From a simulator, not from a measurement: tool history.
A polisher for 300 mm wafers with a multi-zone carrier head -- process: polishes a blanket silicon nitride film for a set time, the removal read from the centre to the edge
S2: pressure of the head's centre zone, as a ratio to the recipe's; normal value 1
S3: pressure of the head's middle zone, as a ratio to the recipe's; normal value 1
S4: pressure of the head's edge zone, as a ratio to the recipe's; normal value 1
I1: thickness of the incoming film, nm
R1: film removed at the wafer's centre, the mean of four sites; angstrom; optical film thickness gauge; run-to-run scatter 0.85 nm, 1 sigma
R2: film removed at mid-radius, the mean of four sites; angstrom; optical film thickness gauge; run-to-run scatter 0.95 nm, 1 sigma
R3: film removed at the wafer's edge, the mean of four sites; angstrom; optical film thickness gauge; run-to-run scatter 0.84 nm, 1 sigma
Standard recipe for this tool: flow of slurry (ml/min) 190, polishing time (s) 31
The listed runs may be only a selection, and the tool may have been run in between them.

Run 1, hour 0: usual settings but S2 1.07; I1 391.9. Result: R1 854 angstrom, R2 722 angstrom, R3 716 angstrom.
At hour 49.9: slurry nozzle cleaned.
Run 2, hour 60: usual settings but S2 1.07; I1 393.6. Result: R1 858 angstrom, R2 720 angstrom, R3 704 angstrom.
Run 3, hour 106.1: usual settings; I1 385.8. Result: R1 837 angstrom, R2 718 angstrom, R3 730 angstrom.
Run 4, hour 142.3: usual settings but flow of slurry (ml/min) 235, S2 1.07; I1 386.4. Result: R1 901 angstrom, R2 739 angstrom, R3 740 angstrom.
At hour 195.9: worn pad replaced by a new one.
At hour 207.1: centre zone pressure recalibrated.
Run 5, hour 250.3: usual settings but flow of slurry (ml/min) 235, S2 1.07; I1 386.5. Result: R1 813 angstrom, R2 749 angstrom, R3 733 angstrom.
At hour 258.8: edge zone pressure recalibrated.
Run 6, hour 315.9: usual settings but flow of slurry (ml/min) 235, S2 1.07; I1 386.2. Result: R1 838 angstrom, R2 745 angstrom, R3 723 angstrom.
Run 7, hour 392.1: usual settings but S2 1.04, polishing time (s) 36; I1 392.3. Result: R1 933 angstrom, R2 832 angstrom, R3 834 angstrom.
Run 8, hour 485.9: usual settings but S2 1.04, polishing time (s) 36; I1 388.2. Result: R1 959 angstrom, R2 844 angstrom, R3 832 angstrom.
At hour 522.2: slurry nozzle cleaned.
At hour 528.9: centre zone pressure recalibrated.
At hour 533.7: worn pad replaced by a new one.
At hour 658.5: carrier head's membrane replaced by a new one.
Run 9, hour 721.8: usual settings; I1 389.6. Result: R1 769 angstrom, R2 724 angstrom, R3 729 angstrom.
Run 10, hour 829.8: usual settings; I1 389.3. Result: R1 815 angstrom, R2 724 angstrom, R3 715 angstrom.
At hour 835.6: worn pad replaced by a new one.
At hour 836.4: centre zone pressure recalibrated.
Run 11, hour 876.4: usual settings but flow of slurry (ml/min) 165, S4 1.06, polishing time (s) 25; I1 387.6. Result: R1 585 angstrom, R2 568 angstrom, R3 581 angstrom.
At hour 909.3: edge zone pressure recalibrated.
Run 12, hour 956.5: usual settings but polishing time (s) 23; I1 381.7. Result: R1 570 angstrom, R2 536 angstrom, R3 529 angstrom.
Run 13, hour 1032.6: usual settings but flow of slurry (ml/min) 155, S2 1.04, S4 1.06; I1 394.7. Result: R1 761 angstrom, R2 702 angstrom, R3 733 angstrom.
Run 14, hour 1089.9: usual settings; I1 389.3. Result: R1 781 angstrom, R2 729 angstrom, R3 702 angstrom.
At hour 1131.7: centre zone pressure recalibrated.
At hour 1136.2: slurry nozzle cleaned.
At hour 1161.2: worn pad replaced by a new one.
Run 15, hour 1178.9: usual settings but S2 1.05, S4 1.11; I1 394. Result: R1 769 angstrom, R2 712 angstrom, R3 755 angstrom.
Run 16, hour 1233.8: usual settings but flow of slurry (ml/min) 135, S2 1.12, S3 0.97, polishing time (s) 34; I1 396.2. Result: R1 854 angstrom, R2 716 angstrom, R3 740 angstrom.
Run 17, hour 1297.5: usual settings; I1 388.4. Result: R1 778 angstrom, R2 720 angstrom, R3 714 angstrom.
Run 18, hour 1386.4: usual settings but S2 1.05, S4 1.11; I1 390.4. Result: R1 843 angstrom, R2 730 angstrom, R3 751 angstrom.
Run 19, hour 1430.8: usual settings but flow of slurry (ml/min) 245, S2 0.9, polishing time (s) 41; I1 387.1. Result: R1 1018 angstrom, R2 999 angstrom, R3 984 angstrom.
At hour 1456.8: edge zone pressure recalibrated.
At hour 1463: centre zone pressure recalibrated.
At hour 1549.7: worn pad replaced by a new one.
Run 20, hour 1629.7: usual settings but polishing time (s) 28; I1 395.9. Result: R1 707 angstrom, R2 652 angstrom, R3 648 angstrom.
At hour 1721.1: slurry nozzle cleaned.
Run 21, hour 1728.3: usual settings but flow of slurry (ml/min) 130, S2 0.93, S3 1.03, S4 0.9; I1 391.7. Result: R1 681 angstrom, R2 691 angstrom, R3 653 angstrom.

Each row is a separate what-if for the run after 21, all from the same tool condition, not one after another. Results?
Run A, hour 1728.7: usual settings; I1 391.5. Result: R1 ?, R2 ?, R3 ?.
Run B, hour 1728.7: usual settings but S2 1.03; I1 391.5. Result: R1 ?, R2 ?, R3 ?.
Run C, hour 1728.7: usual settings but S2 1.04, S3 0.9, S4 1.11, polishing time (s) 24; I1 391.5. Result: R1 ?, R2 ?, R3 ?.
Run D, hour 1728.7: usual settings but flow of slurry (ml/min) 225; I1 391.5. Result: R1 ?, R2 ?, R3 ?.
Run E, hour 1728.7: usual settings but S3 0.88, S4 0.92; I1 391.5. Result: R1 ?, R2 ?, R3 ?.

run   R1   R2   R3
  A  808  702  731
  B  832  702  731
  C  650  497  596
  D  830  719  744
  E  807  631  703
Without the tool's unlogged condition, the same runs would have read:
run   R1   R2   R3
  A  739  702  731
  B  761  702  731
  C  595  497  596
  D  760  720  744
  E  738  631  703
